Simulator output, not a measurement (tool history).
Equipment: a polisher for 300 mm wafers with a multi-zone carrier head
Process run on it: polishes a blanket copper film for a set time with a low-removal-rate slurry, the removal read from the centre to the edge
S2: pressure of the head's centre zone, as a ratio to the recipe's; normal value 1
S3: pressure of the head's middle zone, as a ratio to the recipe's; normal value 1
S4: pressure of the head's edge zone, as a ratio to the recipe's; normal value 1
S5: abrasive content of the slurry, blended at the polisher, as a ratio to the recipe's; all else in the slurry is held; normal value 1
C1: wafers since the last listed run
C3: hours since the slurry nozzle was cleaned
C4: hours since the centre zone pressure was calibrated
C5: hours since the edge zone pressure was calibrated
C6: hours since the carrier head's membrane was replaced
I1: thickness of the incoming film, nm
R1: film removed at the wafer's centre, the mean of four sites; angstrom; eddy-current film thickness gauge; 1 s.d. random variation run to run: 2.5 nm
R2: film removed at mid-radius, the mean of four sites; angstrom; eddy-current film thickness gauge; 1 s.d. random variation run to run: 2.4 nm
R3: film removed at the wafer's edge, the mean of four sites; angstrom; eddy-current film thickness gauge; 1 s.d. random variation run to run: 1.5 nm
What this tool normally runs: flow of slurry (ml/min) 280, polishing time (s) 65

{"run": 1, "hour": 0.0, "flow of slurry (ml/min)": 280, "S2": 1, "S3": 1, "S4": 1.06, "S5": 1, "polishing time (s)": 65, "C1": 0, "wafers polished on this pad": 11, "C3": 150.7, "C4": 1.3, "C5": 229.6, "C6": 1409.2, "I1": 1251.9, "R1": 2029, "R2": 1964, "R3": 2151}
{"run": 2, "hour": 93.4, "flow of slurry (ml/min)": 280, "S2": 1, "S3": 1, "S4": 1, "S5": 1.1, "polishing time (s)": 65, "C1": 795, "wafers polished on this pad": 806, "C3": 244.1, "C4": 94.7, "C5": 323, "C6": 1502.6, "I1": 1240.5, "R1": 2053, "R2": 2070, "R3": 2157}
{"run": 3, "hour": 197.6, "flow of slurry (ml/min)": 280, "S2": 1.04, "S3": 0.92, "S4": 1.04, "S5": 0.9, "polishing time (s)": 65, "C1": 887, "wafers polished on this pad": 1693, "C3": 348.3, "C4": 198.9, "C5": 427.2, "C6": 1606.8, "I1": 1255, "R1": 2077, "R2": 1832, "R3": 2069}
{"run": 4, "hour": 299.0, "flow of slurry (ml/min)": 280, "S2": 1.09, "S3": 1, "S4": 1, "S5": 1, "polishing time (s)": 65, "C1": 863, "wafers polished on this pad": 2557, "C3": 449.7, "C4": 300.3, "C5": 528.6, "C6": 1708.2, "I1": 1232.5, "R1": 2235, "R2": 1974, "R3": 2083}
{"run": 5, "hour": 387.1, "flow of slurry (ml/min)": 280, "S2": 1, "S3": 1.07, "S4": 1, "S5": 1, "polishing time (s)": 65, "C1": 750, "wafers polished on this pad": 3307, "C3": 537.8, "C4": 388.4, "C5": 616.7, "C6": 1796.3, "I1": 1231.5, "R1": 2087, "R2": 2116, "R3": 2109}
{"hour": 437.7, "done": "carrier head's membrane replaced by a new one"}
{"run": 6, "hour": 465.6, "flow of slurry (ml/min)": 280, "S2": 1, "S3": 1, "S4": 1, "S5": 1, "polishing time (s)": 76, "C1": 625, "wafers polished on this pad": 3932, "C3": 616.3, "C4": 466.9, "C5": 695.2, "C6": 27.9, "I1": 1246.6, "R1": 2489, "R2": 2355, "R3": 2459}
{"run": 7, "hour": 562.7, "flow of slurry (ml/min)": 335, "S2": 1, "S3": 1.04, "S4": 0.95, "S5": 1.2, "polishing time (s)": 65, "C1": 826, "wafers polished on this pad": 4759, "C3": 713.4, "C4": 564, "C5": 792.3, "C6": 125, "I1": 1234.8, "R1": 2301, "R2": 2225, "R3": 2161}
{"hour": 567.1, "done": "edge zone pressure recalibrated"}
{"run": 8, "hour": 641.9, "flow of slurry (ml/min)": 245, "S2": 0.95, "S3": 0.94, "S4": 1, "S5": 1.1, "polishing time (s)": 65, "C1": 657, "wafers polished on this pad": 5416, "C3": 792.6, "C4": 643.2, "C5": 74.8, "C6": 204.2, "I1": 1250.9, "R1": 2131, "R2": 1915, "R3": 2095}
{"hour": 676.1, "done": "centre zone pressure recalibrated"}
{"run": 9, "hour": 684.5, "flow of slurry (ml/min)": 335, "S2": 1, "S3": 0.93, "S4": 0.88, "S5": 1, "polishing time (s)": 65, "C1": 345, "wafers polished on this pad": 5762, "C3": 835.2, "C4": 8.4, "C5": 117.4, "C6": 246.8, "I1": 1234.6, "R1": 2043, "R2": 1954, "R3": 1989}
{"hour": 688.6, "done": "slurry nozzle cleaned"}
{"hour": 693.6, "done": "worn pad replaced by a new one"}
{"run": 10, "hour": 763.5, "flow of slurry (ml/min)": 280, "S2": 1, "S3": 1, "S4": 1.05, "S5": 1.25, "polishing time (s)": 65, "C1": 630, "wafers polished on this pad": 594, "C3": 74.9, "C4": 87.4, "C5": 196.4, "C6": 325.8, "I1": 1227, "R1": 2135, "R2": 2109, "R3": 2273}
{"run": 11, "hour": 873.8, "flow of slurry (ml/min)": 280, "S2": 1, "S3": 0.95, "S4": 1, "S5": 1, "polishing time (s)": 65, "C1": 939, "wafers polished on this pad": 1533, "C3": 185.2, "C4": 197.7, "C5": 306.7, "C6": 436.1, "I1": 1255.5, "R1": 1990, "R2": 1974, "R3": 2088}
{"run": 12, "hour": 976.2, "flow of slurry (ml/min)": 280, "S2": 1, "S3": 1, "S4": 1.11, "S5": 1, "polishing time (s)": 82, "C1": 871, "wafers polished on this pad": 2405, "C3": 287.6, "C4": 300.1, "C5": 409.1, "C6": 538.5, "I1": 1239.7, "R1": 2619, "R2": 2549, "R3": 2767}
{"run": 13, "hour": 1072.2, "flow of slurry (ml/min)": 280, "S2": 1.07, "S3": 1.07, "S4": 1, "S5": 1.15, "polishing time (s)": 77, "C1": 817, "wafers polished on this pad": 3223, "C3": 383.6, "C4": 396.1, "C5": 505.1, "C6": 634.5, "I1": 1224.9, "R1": 2716, "R2": 2649, "R3": 2544}
{"run": 14, "hour": 1114.4, "flow of slurry (ml/min)": 280, "S2": 1, "S3": 1, "S4": 0.92, "S5": 1, "polishing time (s)": 65, "C1": 359, "wafers polished on this pad": 3582, "C3": 425.8, "C4": 438.3, "C5": 547.3, "C6": 676.7, "I1": 1251.9, "R1": 2085, "R2": 1987, "R3": 2010}
{"run": 15, "hour": 1158.1, "flow of slurry (ml/min)": 280, "S2": 1, "S3": 1, "S4": 1.04, "S5": 0.8, "polishing time (s)": 65, "C1": 372, "wafers polished on this pad": 3954, "C3": 469.5, "C4": 482, "C5": 591, "C6": 720.4, "I1": 1266.7, "R1": 1986, "R2": 1951, "R3": 2024}
{"run": 16, "hour": 1209.0, "flow of slurry (ml/min)": 280, "S2": 1, "S3": 1, "S4": 1, "S5": 1, "polishing time (s)": 65, "C1": 433, "wafers polished on this pad": 4387, "C3": 520.4, "C4": 532.9, "C5": 641.9, "C6": 771.3, "I1": 1236.6, "R1": 2090, "R2": 2005, "R3": 2065}

Run 17, settings as shown, results not yet in. Your forecast:
{"run": 17, "hour": 1265.1, "flow of slurry (ml/min)": 280, "S2": 1, "S3": 1, "S4": 1, "S5": 1, "polishing time (s)": 65, "C1": 477, "wafers polished on this pad": 4865, "C3": 576.5, "C4": 589, "C5": 698, "C6": 827.4, "I1": 1251.3, "R1": "?", "R2": "?", "R3": "?"}

R1: 2147 angstrom
R2: 1997 angstrom
R3: 2096 angstrom
The same run, on a tool lacking any hidden state, would have yielded R1 2023 angstrom, R2 1998 angstrom, R3 2096 angstrom.
